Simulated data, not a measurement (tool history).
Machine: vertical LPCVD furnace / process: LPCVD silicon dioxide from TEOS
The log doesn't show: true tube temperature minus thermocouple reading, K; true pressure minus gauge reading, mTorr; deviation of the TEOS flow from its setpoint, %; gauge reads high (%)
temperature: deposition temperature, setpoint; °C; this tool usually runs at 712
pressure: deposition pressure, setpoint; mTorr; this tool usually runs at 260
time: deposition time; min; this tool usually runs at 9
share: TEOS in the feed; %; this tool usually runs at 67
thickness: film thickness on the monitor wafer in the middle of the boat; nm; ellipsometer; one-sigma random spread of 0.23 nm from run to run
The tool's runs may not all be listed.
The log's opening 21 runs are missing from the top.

| run | hour | temperature | pressure | time | share | wafers since the last listed run | hours since the last temperature calibration | hours since the pressure gauge was zeroed | hours since the TEOS flow controller was replaced | hours since the gauge calibration | read-back reference wafer on the same gauge, thickness | thickness |
|---|---|---|---|---|---|---|---|---|---|---|---|---|
| 22 | 566.1 | 700 | 260 | 12 | 67 | 271 | 318.6 | 60.8 | 154.4 | 1124.2 | 72.08 | 86.47 |
| 23 | 592 | 703 | 195 | 9 | 67 | 448 | 344.5 | 86.7 | 180.3 | 1150.1 | 72.1 | 60.36 |
| 24 | 605.3 | 712 | 260 | 9 | 67 | 230 | 357.8 | 100 | 193.6 | 1163.4 | 72.12 | 85.48 |
| 25 | 620 | 712 | 260 | 9 | 67 | 254 | 372.5 | 114.7 | 208.3 | 1178.1 | 72.16 | 85.56 |
|  | 638 | gauge calibrated |
| 26 | 644.3 | 704 | 290 | 7 | 67 | 420 | 396.8 | 139 | 232.6 | 6.3 | 72.1 | 58.71 |
| 27 | 673.7 | 712 | 260 | 9 | 58 | 508 | 426.2 | 168.4 | 262 | 35.7 | 72.18 | 79.82 |
| 28 | 693.3 | 712 | 290 | 12.5 | 67 | 339 | 445.8 | 188 | 281.6 | 55.3 | 72.1 | 125.94 |
| 29 | 723 | 705 | 260 | 9 | 67 | 514 | 475.5 | 217.7 | 311.3 | 85 | 72.09 | 73.5 |
| 30 | 826.1 | 707 | 195 | 10 | 79 | 1784 | 578.6 | 320.8 | 414.4 | 188.1 | 72.05 | 80.66 |
| 31 | 851.8 | 720 | 240 | 12 | 67 | 444 | 604.3 | 346.5 | 440.1 | 213.8 | 72.12 | 132.36 |

Alternative continuations, all from the tool just after run 31; predict every row:
| A | 856.8 | 712 | 260 | 9 | 67 | 86 | 609.3 | 351.5 | 445.1 | 218.8 | ? | ? |
| B | 856.8 | 707 | 260 | 9 | 54 | 86 | 609.3 | 351.5 | 445.1 | 218.8 | ? | ? |
| C | 856.8 | 701 | 320 | 7.5 | 56 | 86 | 609.3 | 351.5 | 445.1 | 218.8 | ? | ? |
| D | 856.8 | 702 | 235 | 6 | 77 | 86 | 609.3 | 351.5 | 445.1 | 218.8 | ? | ? |

| run | read-back reference wafer on the same gauge, thickness | thickness |
|---|---|---|
| A | 72.17 | 86.36 |
| B | 72.17 | 69.19 |
| C | 72.17 | 56.74 |
| D | 72.17 | 46.68 |
Without the tool's hidden state the same runs would have given:
| run | thickness |
|---|---|
| A | 84.46 |
| B | 67.65 |
| C | 55.46 |
| D | 45.63 |
